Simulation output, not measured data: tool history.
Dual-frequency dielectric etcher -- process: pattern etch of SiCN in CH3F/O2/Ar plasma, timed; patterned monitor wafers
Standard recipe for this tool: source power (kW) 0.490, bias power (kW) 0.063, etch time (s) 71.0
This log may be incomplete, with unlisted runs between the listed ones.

run   hour  source power (kW)  bias power (kW)  etch time (s)  read-back reference wafer on the same gauge, depth_nm  mean etch depth across the wafer (angstrom)
  1    0.0              0.490            0.057           71.0                                                  27.60                                        267.4
  2   24.0              0.540            0.063           71.0                                                  27.59                                        288.5
  3   46.3              0.540            0.063           71.0                                                  27.59                                        288.4
  4  102.1              0.490            0.063           71.0                                                  27.59                                        277.0
     196.7  -- wet clean of the chamber
     219.7  -- upper electrode replaced
  5  220.2              0.490            0.063           71.0                                                  27.61                                        275.1
  6  301.7              0.420            0.063           77.0                                                  27.61                                        279.4
  7  328.4              0.420            0.063           77.0                                                  27.60                                        280.0
  8  342.4              0.490            0.054           71.0                                                  27.60                                        260.7
  9  364.7              0.490            0.054           71.0                                                  27.60                                        261.0
 10  393.1              0.490            0.063           60.5                                                  27.59                                        234.1
 11  417.7              0.490            0.063           60.5                                                  27.60                                        235.0
 12  433.3              0.490            0.047           87.0                                                  27.59                                        305.7
 13  466.1              0.490            0.063           71.0                                                  27.59                                        275.4
     482.7  -- source power generator calibrated
 14  483.2              0.490            0.063           71.0                                                  27.61                                        280.7
     547.7  -- bias power generator calibrated
 15  567.7              0.490            0.063           71.0                                                  27.60                                        281.2
     582.1  -- gauge calibrated
 16  594.4              0.530            0.073           62.5                                                  27.60                                        269.3
 17  626.0              0.610            0.073           62.5                                                  27.61                                        285.9
 18  652.0              0.550            0.056           85.0                                                  27.60                                        339.8
     696.5  -- wet clean of the chamber
 19  697.0              0.550            0.072           90.0                                                  27.61                                        390.5
 20  706.6              0.420            0.050           71.0                                                  27.60                                        241.9
 21  729.4              0.490            0.063           71.0                                                  27.59                                        279.3
 22  741.6              0.490            0.070           54.0                                                  27.59                                        221.1
 23  760.2              0.450            0.063           91.0                                                  27.60                                        346.3
 24  775.1              0.380            0.054           52.5                                                  27.60                                        175.9
 25  795.3              0.490            0.047           87.0                                                  27.60                                        311.1
 26  854.7              0.490            0.063           71.0                                                  27.60                                        280.0
 27  880.9              0.450            0.063           79.0                                                  27.60                                        301.1
 28  901.5              0.490            0.079           71.0                                                  27.60                                        304.1
 29  933.0              0.490            0.063           71.0                                                  27.59                                        280.6
 30  957.7              0.410            0.072           89.5                                                  27.60                                        344.9

Forecast each of these 4 alternatives for the next run:
  A  958.1              0.490            0.063           89.5                                                      ?                                            ?
  B  958.1              0.550            0.063           71.0                                                      ?                                            ?
  C  958.1              0.490            0.056           71.0                                                      ?                                            ?
  D  958.1              0.570            0.050           80.0                                                      ?                                            ?

run  read-back reference wafer on the same gauge, depth_nm  mean etch depth across the wafer (angstrom)
  A                                                  27.60                                        354.0
  B                                                  27.60                                        294.7
  C                                                  27.60                                        269.7
  D                                                  27.60                                        311.9
The same runs, with their run-to-run variation unchanged, on a tool lacking any hidden condition would have given:
run  mean etch depth across the wafer (angstrom)
  A                                        353.0
  B                                        293.8
  C                                        268.9
  D                                        311.0
